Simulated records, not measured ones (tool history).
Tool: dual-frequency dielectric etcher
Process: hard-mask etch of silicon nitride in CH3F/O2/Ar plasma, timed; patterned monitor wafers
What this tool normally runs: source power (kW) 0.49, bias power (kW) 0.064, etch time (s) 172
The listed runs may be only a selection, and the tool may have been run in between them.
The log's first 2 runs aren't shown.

run	day	source power (kW)	bias power (kW)	etch time (s)	wafers since the last listed run	hours since the last wet clean	hours since the last source power generator calibration	hours since the last bias power generator calibration	hours since the last upper electrode change	hours since the gauge calibration	read-back reference wafer on the same gauge, depth_nm	mean etch depth across the wafer (Å)
3	8.475	0.49	0.064	161	368	395.1	3114.9	115.8	362.2	269.7	137	1248
4	10.571	0.49	0.064	161	260	445.4	3165.2	166.1	412.5	320	137.1	1250
# day 12.05: wet clean of the chamber
5	13.175	0.49	0.064	161	199	27	3227.7	228.6	475	382.5	137	1253
6	15.85	0.49	0.064	172	333	91.2	3291.9	292.8	539.2	446.7	137	1330
7	16.879	0.49	0.075	144	128	115.9	3316.6	317.5	563.9	471.4	137.1	1214
8	17.95	0.49	0.064	172	133	141.6	3342.3	343.2	589.6	497.1	136.9	1336
# day 20.154: source power generator calibrated
9	20.5	0.49	0.051	211	296	202.8	8.3	404.4	650.8	558.3	136.9	1454
10	21.946	0.56	0.056	191.5	180	237.5	43	439.1	685.5	593	136.9	1421
11	24.229	0.39	0.071	172	284	292.3	97.8	493.9	740.3	647.8	137.1	1351
12	26.192	0.49	0.064	172	244	339.4	144.9	541	787.4	694.9	136.9	1343
13	29.054	0.49	0.064	172	356	408.1	213.6	609.7	856.1	763.6	137	1332
14	31.833	0.41	0.057	211	346	474.8	280.3	676.4	922.8	830.3	137	1479
15	34.662	0.6	0.054	131	352	542.7	348.2	744.3	990.7	898.2	137	962
# day 37.067: wet clean of the chamber
16	37.242	0.49	0.059	212.5	196	4.2	410.1	806.2	1052.6	960.1	137	1559
17	40.021	0.49	0.064	172	346	70.9	476.8	872.9	1119.3	1026.8	136.9	1323
18	42.175	0.54	0.056	220.5	268	122.6	528.5	924.6	1171	1078.5	137	1615

For run 19, what comes out?
19	43.617	0.49	0.064	172	179	157.2	563.1	959.2	1205.6	1113.1	?	?

read-back reference wafer on the same gauge, depth_nm: 136.9
mean etch depth across the wafer (Å): 1337
With the hidden condition absent and the run-to-run variation left alone, this run would have shown mean etch depth across the wafer (Å) 1341.

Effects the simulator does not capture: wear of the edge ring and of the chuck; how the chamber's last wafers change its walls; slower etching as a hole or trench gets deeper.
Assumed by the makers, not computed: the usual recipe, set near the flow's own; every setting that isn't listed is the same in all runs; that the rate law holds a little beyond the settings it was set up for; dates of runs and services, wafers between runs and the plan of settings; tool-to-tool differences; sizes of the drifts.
